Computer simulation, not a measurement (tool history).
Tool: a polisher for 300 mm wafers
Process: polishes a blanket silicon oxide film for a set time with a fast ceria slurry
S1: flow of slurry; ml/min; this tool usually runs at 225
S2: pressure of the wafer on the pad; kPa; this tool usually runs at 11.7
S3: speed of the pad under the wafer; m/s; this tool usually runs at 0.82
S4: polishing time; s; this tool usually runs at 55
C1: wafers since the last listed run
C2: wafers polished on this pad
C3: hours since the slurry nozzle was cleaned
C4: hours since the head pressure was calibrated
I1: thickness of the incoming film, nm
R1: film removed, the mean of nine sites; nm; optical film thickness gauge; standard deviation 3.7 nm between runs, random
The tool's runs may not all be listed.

run	hour	S1	S2	S3	S4	C1	C2	C3	C4	I1	R1
1	0.0	225	11.7	0.82	55	0	553	172.4	157.5	3053.8	477.5
2	32.9	175	11.7	0.82	66	298	851	205.3	190.4	3140.7	545.7
3	62.6	175	11.7	0.82	66	269	1121	235.0	220.1	3096.3	545.6
# hour 76.4: worn pad replaced by a new one
4	86.9	175	11.7	0.82	66	184	95	259.3	244.4	3081.6	579.8
5	113.5	225	11.7	0.82	55	241	337	285.9	271.0	3074.0	481.0
6	147.0	225	11.7	0.82	55	304	641	319.4	304.5	3073.9	476.9
7	174.5	225	11.7	0.82	55	249	891	346.9	332.0	3074.7	473.9
8	204.9	225	11.7	0.82	55	276	1167	377.3	362.4	3098.8	471.2
# hour 218.3: worn pad replaced by a new one
9	218.8	225	11.7	0.82	55	89	4	391.2	376.3	3100.2	497.0
10	242.7	225	11.7	0.82	55	217	221	415.1	400.2	3062.6	494.9
11	261.8	200	11.7	0.82	55	173	395	434.2	419.3	3099.1	481.6
12	280.0	200	11.7	0.82	55	165	560	452.4	437.5	3074.7	469.1
13	303.6	200	11.7	0.82	55	214	774	476.0	461.1	3074.0	475.7
14	324.3	260	14.5	0.66	38	188	962	496.7	481.8	3063.8	341.4
15	345.8	225	11.7	1.10	43	195	1158	518.2	503.3	3140.4	484.9
# hour 351.2: head pressure recalibrated
# hour 354.4: worn pad replaced by a new one
16	374.8	180	13.1	1.10	44	216	185	547.2	23.6	3085.0	559.6
17	430.1	225	11.7	0.82	47	502	688	602.5	78.9	3154.4	406.2
18	461.7	225	11.7	0.82	55	287	975	634.1	110.5	3127.9	478.5
# hour 497.8: worn pad replaced by a new one
19	498.3	260	10.3	0.70	61	296	4	670.7	147.1	3084.9	441.6
20	519.8	225	11.7	0.82	55	195	199	692.2	168.6	3101.4	499.5
# hour 522.8: slurry nozzle cleaned
21	546.5	225	11.7	0.94	55	233	433	23.7	195.3	3099.7	546.0
22	579.3	225	15.2	0.58	55	297	731	56.5	228.1	3136.1	450.8
23	593.2	225	8.3	0.82	55	126	857	70.4	242.0	3085.6	331.8
# hour 623.2: worn pad replaced by a new one
24	624.4	225	11.7	0.82	55	247	10	101.6	273.2	3085.4	507.3
25	642.7	225	14.5	0.74	55	166	177	119.9	291.5	3084.2	558.5
26	674.6	190	11.7	0.82	55	289	466	151.8	323.4	3145.8	474.4
27	699.4	225	13.8	0.82	45	225	692	176.6	348.2	3075.9	463.2

Pick out some run-to-run changes in R1. Of each, how much would a tool without hidden state show as well, from the settings, what came in and chance, and how much is left for the hidden state and any gauge scatter not in both results compared?
The hidden state here: removal rate lost through wear of the pad, %; slurry flow missing at the pad, %; deviation of the head's pressure from its setpoint, %.
Run 8 -> 9: worn pad replaced by a new one. R1 +25.8 nm: hidden state +36.3, all else -10.5.
Run 16 -> 17: S1 180 -> 225, S2 13.1 -> 11.7, S3 1.10 -> 0.82, S4 44 -> 47. R1 -153.4 nm: hidden state -10.2, all else -143.2.
Run 18 -> 19: S1 225 -> 260, S2 11.7 -> 10.3, S3 0.82 -> 0.70, S4 55 -> 61, worn pad replaced by a new one. R1 -36.9 nm: hidden state +32.9, all else -69.8.
Run 23 -> 24: S2 8.3 -> 11.7, worn pad replaced by a new one. R1 +175.5 nm: hidden state +21.1, all else +154.4.

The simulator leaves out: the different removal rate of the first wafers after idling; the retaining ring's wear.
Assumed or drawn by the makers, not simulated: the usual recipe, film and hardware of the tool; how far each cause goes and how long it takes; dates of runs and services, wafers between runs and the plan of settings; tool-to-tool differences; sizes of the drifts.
